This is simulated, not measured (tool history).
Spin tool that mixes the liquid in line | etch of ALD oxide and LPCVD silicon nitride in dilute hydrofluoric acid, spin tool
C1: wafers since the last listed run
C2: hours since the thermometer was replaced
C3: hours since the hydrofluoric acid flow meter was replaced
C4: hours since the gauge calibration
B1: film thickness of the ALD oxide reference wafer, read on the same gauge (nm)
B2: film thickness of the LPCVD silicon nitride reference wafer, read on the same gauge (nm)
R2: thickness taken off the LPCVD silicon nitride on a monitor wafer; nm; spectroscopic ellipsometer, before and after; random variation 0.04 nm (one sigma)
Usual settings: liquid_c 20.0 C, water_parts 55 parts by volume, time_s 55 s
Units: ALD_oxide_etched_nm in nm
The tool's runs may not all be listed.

{"run": 1, "hour": 0.0, "liquid_c": 20.0, "water_parts": 55, "time_s": 55, "C1": 0, "C2": 2152.3, "C3": 2093.6, "C4": 268.6, "B1": 99.99, "B2": 70.017, "ALD_oxide_etched_nm": 16.18, "R2": 0.358}
{"run": 2, "hour": 12.9, "liquid_c": 20.0, "water_parts": 55, "time_s": 35, "C1": 211, "C2": 2165.2, "C3": 2106.5, "C4": 281.5, "B1": 99.99, "B2": 70.018, "ALD_oxide_etched_nm": 10.3, "R2": 0.213}
{"run": 3, "hour": 21.4, "liquid_c": 20.0, "water_parts": 55, "time_s": 55, "C1": 139, "C2": 2173.7, "C3": 2115.0, "C4": 290.0, "B1": 100.0, "B2": 69.985, "ALD_oxide_etched_nm": 16.23, "R2": 0.335}
{"run": 4, "hour": 29.2, "liquid_c": 20.0, "water_parts": 55, "time_s": 55, "C1": 127, "C2": 2181.5, "C3": 2122.8, "C4": 297.8, "B1": 99.98, "B2": 69.999, "ALD_oxide_etched_nm": 16.25, "R2": 0.372}
{"run": 5, "hour": 41.4, "liquid_c": 20.0, "water_parts": 55, "time_s": 55, "C1": 199, "C2": 2193.7, "C3": 2135.0, "C4": 310.0, "B1": 99.99, "B2": 69.987, "ALD_oxide_etched_nm": 16.17, "R2": 0.395}
{"run": 6, "hour": 58.8, "liquid_c": 20.0, "water_parts": 55, "time_s": 55, "C1": 285, "C2": 2211.1, "C3": 2152.4, "C4": 327.4, "B1": 100.02, "B2": 70.035, "ALD_oxide_etched_nm": 16.26, "R2": 0.349}
{"run": 7, "hour": 70.2, "liquid_c": 20.0, "water_parts": 55, "time_s": 55, "C1": 186, "C2": 2222.5, "C3": 2163.8, "C4": 338.8, "B1": 100.0, "B2": 70.013, "ALD_oxide_etched_nm": 16.22, "R2": 0.392}
{"hour": 74.2, "done": "gauge calibrated"}
{"run": 8, "hour": 77.3, "liquid_c": 20.0, "water_parts": 55, "time_s": 55, "C1": 116, "C2": 2229.6, "C3": 2170.9, "C4": 3.1, "B1": 99.98, "B2": 69.993, "ALD_oxide_etched_nm": 16.14, "R2": 0.328}
{"run": 9, "hour": 87.3, "liquid_c": 20.0, "water_parts": 55, "time_s": 55, "C1": 163, "C2": 2239.6, "C3": 2180.9, "C4": 13.1, "B1": 100.01, "B2": 70.008, "ALD_oxide_etched_nm": 16.27, "R2": 0.323}
{"run": 10, "hour": 97.4, "liquid_c": 20.0, "water_parts": 55, "time_s": 55, "C1": 165, "C2": 2249.7, "C3": 2191.0, "C4": 23.2, "B1": 100.0, "B2": 69.994, "ALD_oxide_etched_nm": 16.32, "R2": 0.329}
{"hour": 101.1, "done": "hydrofluoric acid flow meter replaced"}
{"run": 11, "hour": 110.7, "liquid_c": 18.5, "water_parts": 75, "time_s": 30, "C1": 201, "C2": 2263.0, "C3": 9.6, "C4": 36.5, "B1": 99.98, "B2": 70.003, "ALD_oxide_etched_nm": 5.33, "R2": 0.107}
{"run": 12, "hour": 116.9, "liquid_c": 20.0, "water_parts": 55, "time_s": 55, "C1": 101, "C2": 2269.2, "C3": 15.8, "C4": 42.7, "B1": 100.0, "B2": 69.98, "ALD_oxide_etched_nm": 14.46, "R2": 0.334}
{"hour": 125.6, "done": "thermometer replaced"}
{"run": 13, "hour": 126.1, "liquid_c": 17.0, "water_parts": 55, "time_s": 35, "C1": 134, "C2": 0.5, "C3": 25.0, "C4": 51.9, "B1": 99.99, "B2": 69.997, "ALD_oxide_etched_nm": 8.84, "R2": 0.186}
{"run": 14, "hour": 135.4, "liquid_c": 17.0, "water_parts": 55, "time_s": 30, "C1": 152, "C2": 9.8, "C3": 34.3, "C4": 61.2, "B1": 100.0, "B2": 69.998, "ALD_oxide_etched_nm": 7.5, "R2": 0.159}
{"run": 15, "hour": 141.9, "liquid_c": 18.0, "water_parts": 70, "time_s": 30, "C1": 106, "C2": 16.3, "C3": 40.8, "C4": 67.7, "B1": 99.99, "B2": 69.986, "ALD_oxide_etched_nm": 6.07, "R2": 0.127}
{"run": 16, "hour": 149.1, "liquid_c": 20.0, "water_parts": 80, "time_s": 35, "C1": 117, "C2": 23.5, "C3": 48.0, "C4": 74.9, "B1": 100.0, "B2": 70.003, "ALD_oxide_etched_nm": 6.7, "R2": 0.186}
{"run": 17, "hour": 155.6, "liquid_c": 20.0, "water_parts": 45, "time_s": 35, "C1": 106, "C2": 30.0, "C3": 54.5, "C4": 81.4, "B1": 99.98, "B2": 69.979, "ALD_oxide_etched_nm": 12.34, "R2": 0.248}
{"run": 18, "hour": 172.7, "liquid_c": 20.0, "water_parts": 55, "time_s": 55, "C1": 280, "C2": 47.1, "C3": 71.6, "C4": 98.5, "B1": 100.03, "B2": 70.009, "ALD_oxide_etched_nm": 15.71, "R2": 0.304}
{"run": 19, "hour": 188.7, "liquid_c": 20.0, "water_parts": 55, "time_s": 55, "C1": 262, "C2": 63.1, "C3": 87.6, "C4": 114.5, "B1": 100.0, "B2": 69.99, "ALD_oxide_etched_nm": 15.77, "R2": 0.354}
{"run": 20, "hour": 198.4, "liquid_c": 20.0, "water_parts": 55, "time_s": 25, "C1": 158, "C2": 72.8, "C3": 97.3, "C4": 124.2, "B1": 100.01, "B2": 70.006, "ALD_oxide_etched_nm": 7.17, "R2": 0.152}
{"run": 21, "hour": 205.5, "liquid_c": 17.0, "water_parts": 55, "time_s": 55, "C1": 116, "C2": 79.9, "C3": 104.4, "C4": 131.3, "B1": 99.99, "B2": 69.998, "ALD_oxide_etched_nm": 13.82, "R2": 0.303}
{"run": 22, "hour": 222.5, "liquid_c": 20.0, "water_parts": 55, "time_s": 55, "C1": 278, "C2": 96.9, "C3": 121.4, "C4": 148.3, "B1": 100.03, "B2": 70.008, "ALD_oxide_etched_nm": 15.73, "R2": 0.4}
{"run": 23, "hour": 236.4, "liquid_c": 20.0, "water_parts": 75, "time_s": 55, "C1": 227, "C2": 110.8, "C3": 135.3, "C4": 162.2, "B1": 100.0, "B2": 70.006, "ALD_oxide_etched_nm": 11.29, "R2": 0.242}
{"run": 24, "hour": 247.5, "liquid_c": 23.0, "water_parts": 55, "time_s": 20, "C1": 181, "C2": 121.9, "C3": 146.4, "C4": 173.3, "B1": 100.0, "B2": 70.006, "ALD_oxide_etched_nm": 6.46, "R2": 0.167}
{"run": 25, "hour": 254.8, "liquid_c": 20.0, "water_parts": 45, "time_s": 55, "C1": 119, "C2": 129.2, "C3": 153.7, "C4": 180.6, "B1": 100.02, "B2": 69.993, "ALD_oxide_etched_nm": 19.47, "R2": 0.471}
{"run": 26, "hour": 262.3, "liquid_c": 20.0, "water_parts": 55, "time_s": 70, "C1": 122, "C2": 136.7, "C3": 161.2, "C4": 188.1, "B1": 100.01, "B2": 70.002, "ALD_oxide_etched_nm": 20.03, "R2": 0.467}
{"run": 27, "hour": 276.5, "liquid_c": 17.0, "water_parts": 40, "time_s": 35, "C1": 232, "C2": 150.9, "C3": 175.4, "C4": 202.3, "B1": 99.99, "B2": 69.995, "ALD_oxide_etched_nm": 12.31, "R2": 0.254}

3 ways to go on from here, each from the tool as it stands after run 27. What would each give?
{"run": "A", "hour": 276.9, "liquid_c": 20.0, "water_parts": 55, "time_s": 55, "C1": 6, "C2": 151.3, "C3": 175.8, "C4": 202.7, "B1": "?", "B2": "?", "ALD_oxide_etched_nm": "?", "R2": "?"}
{"run": "B", "hour": 276.9, "liquid_c": 21.5, "water_parts": 55, "time_s": 55, "C1": 6, "C2": 151.3, "C3": 175.8, "C4": 202.7, "B1": "?", "B2": "?", "ALD_oxide_etched_nm": "?", "R2": "?"}
{"run": "C", "hour": 276.9, "liquid_c": 20.0, "water_parts": 55, "time_s": 80, "C1": 6, "C2": 151.3, "C3": 175.8, "C4": 202.7, "B1": "?", "B2": "?", "ALD_oxide_etched_nm": "?", "R2": "?"}

run=A B1=100.02 B2=69.994 ALD_oxide_etched_nm=15.77 R2=0.374
run=B B1=100.02 B2=69.994 ALD_oxide_etched_nm=16.80 R2=0.415
run=C B1=100.02 B2=69.994 ALD_oxide_etched_nm=22.94 R2=0.544
Without the tool's hidden state the same runs would have given:
run=A ALD_oxide_etched_nm=15.88 R2=0.383
run=B ALD_oxide_etched_nm=16.91 R2=0.424
run=C ALD_oxide_etched_nm=23.09 R2=0.557

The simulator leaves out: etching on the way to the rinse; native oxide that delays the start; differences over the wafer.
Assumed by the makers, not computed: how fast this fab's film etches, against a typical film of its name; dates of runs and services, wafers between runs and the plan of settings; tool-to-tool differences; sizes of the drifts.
